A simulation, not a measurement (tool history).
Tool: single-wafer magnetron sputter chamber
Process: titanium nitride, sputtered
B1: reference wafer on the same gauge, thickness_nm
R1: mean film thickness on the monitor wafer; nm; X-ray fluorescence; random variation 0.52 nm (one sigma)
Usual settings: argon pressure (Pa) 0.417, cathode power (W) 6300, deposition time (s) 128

Run 1, hour 0.0: usual settings; B1 165.071. Result: R1 145.399 nm.
Run 2, hour 7.9: usual settings; B1 165.031. Result: R1 145.791 nm.
Run 3, hour 22.1: usual settings; B1 165.135. Result: R1 144.652 nm.
Run 4, hour 30.8: usual settings but cathode power (W) 5600; B1 164.847. Result: R1 129.257 nm.
Run 5, hour 47.3: usual settings but cathode power (W) 5600; B1 164.902. Result: R1 128.763 nm.
Run 6, hour 62.2: usual settings but cathode power (W) 5600; B1 165.012. Result: R1 128.889 nm.
Run 7, hour 76.3: usual settings but argon pressure (Pa) 0.304, cathode power (W) 6750; B1 164.858. Result: R1 159.841 nm.
Run 8, hour 85.7: usual settings but argon pressure (Pa) 0.304, cathode power (W) 6750; B1 164.874. Result: R1 160.045 nm.
Run 9, hour 101.8: usual settings; B1 164.826. Result: R1 143.441 nm.
Run 10, hour 117.4: usual settings; B1 164.932. Result: R1 144.333 nm.
Run 11, hour 133.7: usual settings; B1 164.899. Result: R1 143.169 nm.
Run 12, hour 148.6: usual settings; B1 164.980. Result: R1 143.391 nm.
Run 13, hour 164.3: usual settings; B1 164.993. Result: R1 142.301 nm.
Run 14, hour 175.9: usual settings; B1 164.982. Result: R1 142.427 nm.
Run 15, hour 184.1: usual settings but cathode power (W) 6750; B1 164.789. Result: R1 152.047 nm.
Run 16, hour 201.2: usual settings but cathode power (W) 6750; B1 165.053. Result: R1 151.671 nm.
At hour 209.1: gauge calibrated.
Run 17, hour 218.2: usual settings; B1 165.067. Result: R1 140.290 nm.
Run 18, hour 229.1: usual settings but argon pressure (Pa) 0.312; B1 164.996. Result: R1 144.535 nm.
Run 19, hour 241.9: usual settings; B1 164.711. Result: R1 140.578 nm.
Run 20, hour 258.4: usual settings but deposition time (s) 146; B1 164.975. Result: R1 159.927 nm.
At hour 270.8: capacitance manometer re-zeroed and calibrated.
Run 21, hour 277.8: usual settings but argon pressure (Pa) 0.528, cathode power (W) 4750, deposition time (s) 115; B1 164.921. Result: R1 91.472 nm.
At hour 292.7: magnet pack replaced.
Run 22, hour 293.2: usual settings but argon pressure (Pa) 0.524; B1 165.132. Result: R1 134.416 nm.
Run 23, hour 301.1: usual settings but argon pressure (Pa) 0.486, deposition time (s) 116; B1 164.915. Result: R1 122.626 nm.
At hour 320.5: sputter target and shields replaced.
Run 24, hour 321.0: usual settings but argon pressure (Pa) 0.497, cathode power (W) 5650, deposition time (s) 138; B1 165.191. Result: R1 143.437 nm.
Run 25, hour 327.6: usual settings; B1 165.090. Result: R1 152.132 nm.
Run 26, hour 357.3: usual settings but argon pressure (Pa) 0.582; B1 164.948. Result: R1 144.505 nm.
Run 27, hour 370.8: usual settings but cathode power (W) 7200, deposition time (s) 112; B1 164.790. Result: R1 152.750 nm.
Run 28, hour 385.9: usual settings but argon pressure (Pa) 0.553; B1 164.845. Result: R1 145.341 nm.
Run 29, hour 396.7: usual settings but cathode power (W) 7650, deposition time (s) 151; B1 165.203. Result: R1 217.471 nm.
Run 30, hour 411.2: usual settings but argon pressure (Pa) 0.270, cathode power (W) 5450, deposition time (s) 104; B1 165.131. Result: R1 111.436 nm.
Run 31, hour 427.5: usual settings; B1 165.140. Result: R1 152.010 nm.
Run 32, hour 436.7: usual settings but cathode power (W) 7350; B1 165.073. Result: R1 177.608 nm.
Run 33, hour 443.2: usual settings; B1 165.148. Result: R1 152.730 nm.

3 ways to go on from here, each from the tool as it stands after run 33. What would each give?
Run A, hour 443.6: usual settings; B1 ?. Result: R1 ?.
Run B, hour 443.6: usual settings but argon pressure (Pa) 0.293, cathode power (W) 5300, deposition time (s) 104; B1 ?. Result: R1 ?.
Run C, hour 443.6: usual settings but argon pressure (Pa) 0.370, cathode power (W) 5350; B1 ?. Result: R1 ?.

run       B1       R1
  A  164.863  151.652
  B  164.863  107.510
  C  164.863  130.569
Without the tool's hidden state the same runs would have given:
run       R1
  A  152.628
  B  108.203
  C  131.410

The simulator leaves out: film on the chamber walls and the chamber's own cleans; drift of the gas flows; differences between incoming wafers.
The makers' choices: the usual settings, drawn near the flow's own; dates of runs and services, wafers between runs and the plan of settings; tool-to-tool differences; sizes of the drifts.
